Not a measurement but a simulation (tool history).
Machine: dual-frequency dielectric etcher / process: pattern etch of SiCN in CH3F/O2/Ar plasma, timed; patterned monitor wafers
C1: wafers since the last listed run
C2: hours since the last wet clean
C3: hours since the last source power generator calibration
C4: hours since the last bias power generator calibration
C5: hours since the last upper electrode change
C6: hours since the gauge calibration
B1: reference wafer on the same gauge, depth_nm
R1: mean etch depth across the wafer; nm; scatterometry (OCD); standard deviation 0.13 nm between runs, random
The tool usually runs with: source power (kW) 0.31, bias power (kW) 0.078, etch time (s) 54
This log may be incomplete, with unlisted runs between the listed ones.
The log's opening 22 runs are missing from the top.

{"run": 23, "hour": 1235.0, "source power (kW)": 0.37, "bias power (kW)": 0.058, "etch time (s)": 41, "C1": 847, "C2": 389.6, "C3": 694.9, "C4": 348.5, "C5": 581, "C6": 137.3, "B1": 18.03, "R1": 15.15}
{"run": 24, "hour": 1282.9, "source power (kW)": 0.31, "bias power (kW)": 0.071, "etch time (s)": 54, "C1": 592, "C2": 437.5, "C3": 742.8, "C4": 396.4, "C5": 628.9, "C6": 185.2, "B1": 17.97, "R1": 19.54}
{"run": 25, "hour": 1330.3, "source power (kW)": 0.31, "bias power (kW)": 0.078, "etch time (s)": 54, "C1": 586, "C2": 484.9, "C3": 790.2, "C4": 443.8, "C5": 676.3, "C6": 232.6, "B1": 17.99, "R1": 19.98}
{"run": 26, "hour": 1396.4, "source power (kW)": 0.35, "bias power (kW)": 0.061, "etch time (s)": 60.5, "C1": 818, "C2": 551, "C3": 856.3, "C4": 509.9, "C5": 742.4, "C6": 298.7, "B1": 18.04, "R1": 22.13}
{"hour": 1451.3, "done": "wet clean of the chamber"}
{"run": 27, "hour": 1451.8, "source power (kW)": 0.35, "bias power (kW)": 0.078, "etch time (s)": 38.5, "C1": 388, "C2": 0.5, "C3": 911.7, "C4": 565.3, "C5": 797.8, "C6": 354.1, "B1": 18, "R1": 14.91}
{"run": 28, "hour": 1463.4, "source power (kW)": 0.33, "bias power (kW)": 0.078, "etch time (s)": 54, "C1": 143, "C2": 12.1, "C3": 923.3, "C4": 576.9, "C5": 809.4, "C6": 365.7, "B1": 17.96, "R1": 20.52}
{"run": 29, "hour": 1523.5, "source power (kW)": 0.31, "bias power (kW)": 0.078, "etch time (s)": 54, "C1": 744, "C2": 72.2, "C3": 983.4, "C4": 637, "C5": 869.5, "C6": 425.8, "B1": 18.04, "R1": 19.46}
{"run": 30, "hour": 1561.9, "source power (kW)": 0.31, "bias power (kW)": 0.078, "etch time (s)": 54, "C1": 475, "C2": 110.6, "C3": 1021.8, "C4": 675.4, "C5": 907.9, "C6": 464.2, "B1": 18, "R1": 19.74}
{"run": 31, "hour": 1627.9, "source power (kW)": 0.31, "bias power (kW)": 0.058, "etch time (s)": 58, "C1": 817, "C2": 176.6, "C3": 1087.8, "C4": 741.4, "C5": 973.9, "C6": 530.2, "B1": 18.01, "R1": 19.32}

3 ways to go on from here, each from the tool as it stands after run 31. What would each give?
{"run": "A", "hour": 1628.3, "source power (kW)": 0.24, "bias power (kW)": 0.078, "etch time (s)": 54, "C1": 4, "C2": 177, "C3": 1088.2, "C4": 741.8, "C5": 974.3, "C6": 530.6, "B1": "?", "R1": "?"}
{"run": "B", "hour": 1628.3, "source power (kW)": 0.31, "bias power (kW)": 0.069, "etch time (s)": 54, "C1": 4, "C2": 177, "C3": 1088.2, "C4": 741.8, "C5": 974.3, "C6": 530.6, "B1": "?", "R1": "?"}
{"run": "C", "hour": 1628.3, "source power (kW)": 0.35, "bias power (kW)": 0.058, "etch time (s)": 69.5, "C1": 4, "C2": 177, "C3": 1088.2, "C4": 741.8, "C5": 974.3, "C6": 530.6, "B1": "?", "R1": "?"}

run=A B1=18.03 R1=17.07
run=B B1=18.03 R1=18.98
run=C B1=18.03 R1=24.78
Without the tool's hidden state the same runs would have given:
run=A R1=16.94
run=B R1=18.84
run=C R1=24.6

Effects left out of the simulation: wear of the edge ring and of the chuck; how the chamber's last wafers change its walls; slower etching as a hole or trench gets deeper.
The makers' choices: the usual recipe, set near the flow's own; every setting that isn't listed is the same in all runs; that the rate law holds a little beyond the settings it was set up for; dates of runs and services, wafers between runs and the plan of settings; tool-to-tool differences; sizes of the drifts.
